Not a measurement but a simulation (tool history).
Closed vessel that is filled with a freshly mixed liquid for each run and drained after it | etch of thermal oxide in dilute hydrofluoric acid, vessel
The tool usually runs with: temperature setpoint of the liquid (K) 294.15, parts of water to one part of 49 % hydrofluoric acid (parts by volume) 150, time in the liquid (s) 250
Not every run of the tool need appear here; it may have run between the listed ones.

run    hour  temperature setpoint of the liquid (K)  parts of water to one part of 49 % hydrofluoric acid (parts by volume)  time in the liquid (s)  wafers since the last listed run  hours since the thermometer was replaced  hours since the hydrofluoric acid flow meter was replaced  hours since the gauge calibration  read-back film thickness of the thermal oxide reference wafer, read on the same gauge (nm)  thickness taken off the thermal oxide on a monitor wafer (nm)
  1       0                                  294.15                                                                     150                     250                                 0                                    1278.5                                                      655.9                             1289.5                                                                                       30.22                                                           6.65
       26.8  -- hydrofluoric acid flow meter replaced
  2    79.8                                  294.15                                                                     150                     250                              5337                                    1358.3                                                         53                             1369.3                                                                                       30.24                                                           6.65
  3   137.3                                  294.15                                                                     150                     250                              3894                                    1415.8                                                      110.5                             1426.8                                                                                       30.24                                                           6.62
  4   234.4                                  294.15                                                                     150                     250                              6576                                    1512.9                                                      207.6                             1523.9                                                                                       30.32                                                           6.69
  5   277.6                                  294.15                                                                     150                     250                              2926                                    1556.1                                                      250.8                             1567.1                                                                                        30.3                                                           6.64
  6     354                                  294.15                                                                     150                     250                              5174                                    1632.5                                                      327.2                             1643.5                                                                                       30.34                                                           6.67
  7     456                                  294.15                                                                     150                     250                              6908                                    1734.5                                                      429.2                             1745.5                                                                                        30.4                                                           6.71
  8   493.2                                  290.15                                                                     125                     135                              2519                                    1771.7                                                      466.4                             1782.7                                                                                       30.39                                                           3.81
  9   559.3                                  294.15                                                                     150                     250                              4477                                    1837.8                                                      532.5                             1848.8                                                                                       30.44                                                            6.7
 10   665.6                                  297.65                                                                     185                     160                              7199                                    1944.1                                                      638.8                             1955.1                                                                                        30.5                                                           3.85
      690.3  -- hydrofluoric acid flow meter replaced
 11   770.7                                  294.15                                                                     175                     250                              7050                                    2049.2                                                       80.4                             2060.2                                                                                       30.54                                                           5.58
 12   842.8                                  299.15                                                                     210                     250                              4883                                    2121.3                                                      152.5                             2132.3                                                                                       30.59                                                           5.45
      856.1  -- thermometer replaced
 13   943.8                                  294.15                                                                     150                     250                              6773                                      87.7                                                      253.5                             2233.3                                                                                       30.72                                                           6.74
 14  1019.3                                  291.65                                                                      90                     130                              5113                                     163.2                                                        329                             2308.8                                                                                       30.73                                                           5.63
 15  1093.8                                  294.15                                                                     120                     250                              5046                                     237.7                                                      403.5                             2383.3                                                                                       30.81                                                           8.78
 16  1171.1                                  291.65                                                                     125                     295                              5235                                       315                                                      480.8                             2460.6                                                                                       30.84                                                           8.95
     1352.6  -- gauge calibrated
 17  1364.6                                  294.15                                                                     150                     250                             13106                                     508.5                                                      674.3                                 12                                                                                       29.92                                                           6.66
     1383.1  -- hydrofluoric acid flow meter replaced
 18  1464.4                                  291.15                                                                      90                     325                              6691                                     608.3                                                       81.3                              111.8                                                                                       29.85                                                          13.53
 19  1568.4                                  294.15                                                                     220                     210                              7044                                     712.3                                                      185.3                              215.8                                                                                        29.9                                                           3.51
 20  1621.3                                  294.15                                                                     170                     355                              3583                                     765.2                                                      238.2                              268.7                                                                                       29.91                                                           8.13
 21  1692.2                                  298.65                                                                     105                     150                              4802                                     836.1                                                      309.1                              339.6                                                                                       29.93                                                            7.1
 22  1775.4                                  291.65                                                                      85                     250                              5635                                     919.3                                                      392.3                              422.8                                                                                       29.94                                                          11.21
 23  1820.5                                  297.65                                                                      90                     150                              3054                                     964.4                                                      437.4                              467.9                                                                                       29.93                                                           8.12
 24  1863.6                                  294.15                                                                     180                     305                              2919                                    1007.5                                                      480.5                                511                                                                                       29.94                                                           6.54
 25  1906.3                                  294.15                                                                     150                     250                              2892                                    1050.2                                                      523.2                              553.7                                                                                       29.95                                                           6.57
 26  1962.9                                  294.15                                                                     150                     125                              3833                                    1106.8                                                      579.8                              610.3                                                                                       29.95                                                           3.29
 27  2042.9                                  294.15                                                                     150                     250                              5418                                    1186.8                                                      659.8                              690.3                                                                                       29.97                                                           6.59
 28  2103.8                                  290.15                                                                     110                     130                              4124                                    1247.7                                                      720.7                              751.2                                                                                       29.98                                                           4.11

Run 29 comes next. What will it give?
 29  2161.5                                  294.15                                                                     125                     250                              3908                                    1305.4                                                      778.4                              808.9                                                                                           ?                                                              ?

read-back film thickness of the thermal oxide reference wafer, read on the same gauge (nm): 30.01
thickness taken off the thermal oxide on a monitor wafer (nm): 8.16
Take away the tool's hidden state, keep the run-to-run variation as it was, and the same run would have given thickness taken off the thermal oxide on a monitor wafer (nm) 8.16.

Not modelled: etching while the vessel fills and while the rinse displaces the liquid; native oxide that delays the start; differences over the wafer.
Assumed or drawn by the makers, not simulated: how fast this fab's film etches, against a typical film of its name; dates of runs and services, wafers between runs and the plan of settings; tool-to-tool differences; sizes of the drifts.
